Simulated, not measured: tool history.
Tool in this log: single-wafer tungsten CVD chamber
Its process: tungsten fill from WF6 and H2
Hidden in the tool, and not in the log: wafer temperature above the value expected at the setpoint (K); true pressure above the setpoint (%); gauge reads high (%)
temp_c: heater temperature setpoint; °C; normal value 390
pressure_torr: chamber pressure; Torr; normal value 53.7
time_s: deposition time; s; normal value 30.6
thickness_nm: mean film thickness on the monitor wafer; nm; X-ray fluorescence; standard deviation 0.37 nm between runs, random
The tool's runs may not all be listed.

run	day	temp_c	pressure_torr	time_s	wafers since the last listed run	hours since the last thermocouple change	hours since the last manometer calibration	hours since the showerhead was replaced	hours since the gauge calibration	read-back reference wafer on the same gauge, thickness_nm	thickness_nm
1	0	390	48.2	30.6	0	807.9	2058.3	6263.2	264.7	93.441	84.569
2	1.092	390	48.2	30.6	863	834.1	2084.5	6289.4	290.9	93.242	84.982
3	1.617	390	53.7	30.6	415	846.7	2097.1	6302	303.5	93.213	88.857
4	2.712	390	53.7	30.6	866	873	2123.4	6328.3	329.8	93.322	88.09
5	4.096	390	53.7	30.6	1093	906.2	2156.6	6361.5	363	93.485	88.63
6	4.967	390	53.7	30.6	688	927.1	2177.5	6382.4	383.9	93.477	88.088
7	6.2	390	53.7	30.6	975	956.7	2207.1	6412	413.5	93.476	88.956
8	6.862	390	53.7	30.6	523	972.6	2223	6427.9	429.4	93.585	88.825
9	8.217	390	53.7	30.6	1070	1005.1	2255.5	6460.4	461.9	93.429	87.903
10	8.917	390	53.7	30.6	553	1021.9	2272.3	6477.2	478.7	93.435	88.597
11	10	390	53.7	30.6	856	1047.9	2298.3	6503.2	504.7	93.347	87.941
12	13.462	390	53.7	30.6	2738	1131	2381.4	6586.3	587.8	93.328	88.522
13	14.112	390	53.7	30.6	514	1146.6	2397	6601.9	603.4	93.416	88.568
14	14.921	390	53.7	30.6	639	1166	2416.4	6621.3	622.8	93.451	87.89
15	16.05	390	58.4	30.6	892	1193.1	2443.5	6648.4	649.9	93.245	91.177
# day 16.954: gauge calibrated
16	17.108	377	63.9	36	836	1218.5	2468.9	6673.8	3.7	93.503	87.83
17	18.246	390	53.7	34.3	899	1245.8	2496.2	6701.1	31	93.557	97.917
# day 18.708: thermocouple changed; heater temperature recalibrated
# day 18.875: capacitance manometer re-zeroed and calibrated
18	19.679	399	53.7	36.3	738	23.3	19.3	6735.5	65.4	93.433	125.313
19	21.725	403	62	30.6	1617	72.4	68.4	6784.6	114.5	93.393	119.14
# day 22.3: showerhead replaced
20	23.104	385	40.9	27.5	827	105.5	101.5	19.3	147.6	93.268	66.91
21	24.129	376	58.2	25.2	810	130.1	126.1	43.9	172.2	93.316	60.224
22	25.208	390	44.8	30.6	853	156	152	69.8	198.1	93.459	83.482
23	26.242	390	42.7	33.7	817	180.8	176.8	94.6	222.9	93.501	91.42
24	27.596	376	53.7	25.1	1070	213.3	209.3	127.1	255.4	93.434	58.088
25	28.879	390	53.7	30.6	1014	244.1	240.1	157.9	286.2	93.322	90.038
26	30.304	390	49	25.1	1126	278.3	274.3	192.1	320.4	93.405	71.187
27	31.508	390	53.7	30.6	952	307.2	303.2	221	349.3	93.253	90.614
28	32.512	390	53.7	32.6	794	331.3	327.3	245.1	373.4	93.427	96.792
29	33.525	398	53.7	30.6	800	355.6	351.6	269.4	397.7	93.474	103.324
30	34.121	390	66.7	28.1	471	369.9	365.9	283.7	412	93.496	90.373
31	35.417	396	42.7	35.3	1024	401	397	314.8	443.1	93.405	104.779
32	36.104	390	41.1	28	543	417.5	413.5	331.3	459.6	93.456	74.249
33	36.908	390	53.7	30.6	635	436.8	432.8	350.6	478.9	93.516	90.518

5 options for the next run, each taken on its own from the tool as it stands now. Forecast them:
A	36.925	390	53.7	30.6	13	437.2	433.2	351	479.3	?	?
B	36.925	405	43.5	30.6	13	437.2	433.2	351	479.3	?	?
C	36.925	386	53.7	32.6	13	437.2	433.2	351	479.3	?	?
D	36.925	382	53.7	30.6	13	437.2	433.2	351	479.3	?	?
E	36.925	376	46	28.6	13	437.2	433.2	351	479.3	?	?

run	read-back reference wafer on the same gauge, thickness_nm	thickness_nm
A	93.472	90.656
B	93.472	106.25
C	93.472	90.15
D	93.472	78.888
E	93.472	62.168
Had the tool no hidden state, the same runs would have come out as:
run	thickness_nm
A	90.988
B	106.65
C	90.481
D	79.177
E	62.402
